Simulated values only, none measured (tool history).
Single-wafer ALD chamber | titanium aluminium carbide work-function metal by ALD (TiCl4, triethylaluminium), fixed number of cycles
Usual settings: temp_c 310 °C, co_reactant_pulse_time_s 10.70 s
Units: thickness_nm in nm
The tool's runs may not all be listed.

run,hour,temp_c,co_reactant_pulse_time_s,wafers since the last listed run,hours since the last thermocouple change,hours since the last triethylaluminium bottle change,hours since the showerhead was replaced,hours since the gauge calibration,"read-back reference wafer on the same gauge, thickness_nm",thickness_nm
1,0.0,310,10.70,0,1700.4,1674.0,6712.1,184.8,2.133,2.020
2,33.8,305,7.37,390,1734.2,1707.8,6745.9,218.6,2.136,1.699
3,58.3,303,13.52,283,1758.7,1732.3,6770.4,243.1,2.139,1.985
4,81.5,310,10.70,268,1781.9,1755.5,6793.6,266.3,2.144,2.027
5,97.6,310,10.70,186,1798.0,1771.6,6809.7,282.4,2.146,2.019
# hour 100.4: gauge calibrated
6,112.2,310,10.70,168,1812.6,1786.2,6824.3,11.8,2.119,2.008
7,135.9,310,10.70,273,1836.3,1809.9,6848.0,35.5,2.120,2.006
# hour 158.7: triethylaluminium bottle replaced
8,167.6,310,10.70,273,1868.0,8.9,6879.7,67.2,2.118,2.007
9,195.9,310,10.70,327,1896.3,37.2,6908.0,95.5,2.121,2.005
10,210.6,310,10.70,169,1911.0,51.9,6922.7,110.2,2.121,1.996
11,236.5,310,10.70,299,1936.9,77.8,6948.6,136.1,2.126,2.006
12,263.4,310,6.79,310,1963.8,104.7,6975.5,163.0,2.126,1.611
# hour 290.6: thermocouple changed; heater temperature recalibrated
13,291.1,306,9.25,227,0.5,132.4,7003.2,190.7,2.131,1.901
14,296.7,322,13.64,64,6.1,138.0,7008.8,196.3,2.131,2.152
15,314.3,310,10.70,203,23.7,155.6,7026.4,213.9,2.132,2.011
16,343.7,310,10.70,339,53.1,185.0,7055.8,243.3,2.135,2.021
17,361.8,321,9.06,209,71.2,203.1,7073.9,261.4,2.137,2.041
# hour 383.7: showerhead replaced
18,384.3,310,10.70,167,93.7,225.6,0.6,283.9,2.140,2.027
# hour 396.0: gauge calibrated
19,408.2,310,9.41,276,117.6,249.5,24.5,12.2,2.119,1.954
20,512.3,314,13.64,1203,221.7,353.6,128.6,116.3,2.123,2.082
21,526.3,320,8.35,161,235.7,367.6,142.6,130.3,2.122,1.961

Forecast each of these 5 alternatives for the next run:
A,526.7,310,10.70,4,236.1,368.0,143.0,130.7,?,?
B,526.7,315,9.10,4,236.1,368.0,143.0,130.7,?,?
C,526.7,323,14.38,4,236.1,368.0,143.0,130.7,?,?
D,526.7,310,9.08,4,236.1,368.0,143.0,130.7,?,?
E,526.7,317,8.07,4,236.1,368.0,143.0,130.7,?,?

run,"read-back reference wafer on the same gauge, thickness_nm",thickness_nm
A,2.123,1.998
B,2.123,1.968
C,2.123,2.166
D,2.123,1.922
E,2.123,1.885
Without the tool's hidden state the same runs would have given:
run,thickness_nm
A,1.995
B,1.965
C,2.162
D,1.919
E,1.882
